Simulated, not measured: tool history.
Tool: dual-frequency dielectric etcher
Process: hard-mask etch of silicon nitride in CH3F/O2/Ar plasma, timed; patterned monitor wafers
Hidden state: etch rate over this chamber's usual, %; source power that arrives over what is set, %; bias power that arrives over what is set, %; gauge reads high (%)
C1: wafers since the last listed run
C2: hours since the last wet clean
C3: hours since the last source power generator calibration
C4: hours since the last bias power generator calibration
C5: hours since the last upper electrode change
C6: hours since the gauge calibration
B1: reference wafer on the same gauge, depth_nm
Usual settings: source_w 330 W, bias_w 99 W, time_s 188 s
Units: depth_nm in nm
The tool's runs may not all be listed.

Run 1, hour 0: usual settings but source_w 310 W, time_s 164.5 s; C1 0; C2 248; C3 1719; C4 2638.4; C5 2745.2; C6 88.9; B1 125.1. Result: depth_nm 114.8 nm.
Run 2, hour 17.4: usual settings but source_w 310 W, time_s 164.5 s; C1 109; C2 265.4; C3 1736.4; C4 2655.8; C5 2762.6; C6 106.3; B1 125. Result: depth_nm 114.9 nm.
Run 3, hour 27: usual settings but source_w 310 W, time_s 164.5 s; C1 60; C2 275; C3 1746; C4 2665.4; C5 2772.2; C6 115.9; B1 125. Result: depth_nm 115.3 nm.
Run 4, hour 62.3: usual settings but bias_w 106 W; C1 221; C2 310.3; C3 1781.3; C4 2700.7; C5 2807.5; C6 151.2; B1 125. Result: depth_nm 140.9 nm.
Run 5, hour 76.5: usual settings but bias_w 106 W; C1 89; C2 324.5; C3 1795.5; C4 2714.9; C5 2821.7; C6 165.4; B1 125. Result: depth_nm 141 nm.
Run 6, hour 90.2: usual settings but bias_w 106 W; C1 86; C2 338.2; C3 1809.2; C4 2728.6; C5 2835.4; C6 179.1; B1 125.1. Result: depth_nm 141.6 nm.
At hour 96.7: bias power generator calibrated.
At hour 100.2: source power generator calibrated.
Run 7, hour 100.7: usual settings but source_w 370 W, bias_w 81 W; C1 18; C2 348.7; C3 0.5; C4 4; C5 2845.9; C6 189.6; B1 125. Result: depth_nm 134.7 nm.
Run 8, hour 107.7: usual settings but source_w 370 W, bias_w 81 W; C1 43; C2 355.7; C3 7.5; C4 11; C5 2852.9; C6 196.6; B1 125. Result: depth_nm 135 nm.
Run 9, hour 130.6: usual settings but source_w 370 W, bias_w 81 W; C1 143; C2 378.6; C3 30.4; C4 33.9; C5 2875.8; C6 219.5; B1 125. Result: depth_nm 134.8 nm.
Run 10, hour 145: usual settings; C1 90; C2 393; C3 44.8; C4 48.3; C5 2890.2; C6 233.9; B1 125. Result: depth_nm 137.7 nm.
At hour 168.4: gauge calibrated.
At hour 170.6: upper electrode replaced.
At hour 190.3: wet clean of the chamber.
Run 11, hour 190.8: usual settings; C1 12; C2 0.5; C3 90.6; C4 94.1; C5 20.2; C6 22.4; B1 124.9. Result: depth_nm 133.3 nm.
Run 12, hour 191.2: usual settings but bias_w 79 W, time_s 222 s; C1 2; C2 0.9; C3 91; C4 94.5; C5 20.6; C6 22.8; B1 124.9. Result: depth_nm 143.3 nm.
Run 13, hour 191.6: usual settings but source_w 250 W; C1 2; C2 1.3; C3 91.4; C4 94.9; C5 21; C6 23.2; B1 125.1. Result: depth_nm 111.6 nm.
Run 14, hour 192: usual settings; C1 2; C2 1.7; C3 91.8; C4 95.3; C5 21.4; C6 23.6; B1 125.1. Result: depth_nm 133.1 nm.
Run 15, hour 192.3: usual settings; C1 1; C2 2; C3 92.1; C4 95.6; C5 21.7; C6 23.9; B1 125. Result: depth_nm 133.4 nm.
Run 16, hour 209.2: usual settings but source_w 250 W, time_s 227.5 s; C1 106; C2 18.9; C3 109; C4 112.5; C5 38.6; C6 40.8; B1 125. Result: depth_nm 134.9 nm.
Run 17, hour 217.4: usual settings but source_w 270 W, bias_w 120 W; C1 51; C2 27.1; C3 117.2; C4 120.7; C5 46.8; C6 49; B1 125. Result: depth_nm 127.9 nm.

The next listed run, before its measurement:
Run 18, hour 233.4: usual settings but source_w 410 W; C1 100; C2 43.1; C3 133.2; C4 136.7; C5 62.8; C6 65; B1 ?. Result: depth_nm ?.

Run 18 gave B1 125, depth_nm 151.5 nm.
Without the tool's hidden state the same run would have given depth_nm 152 nm.
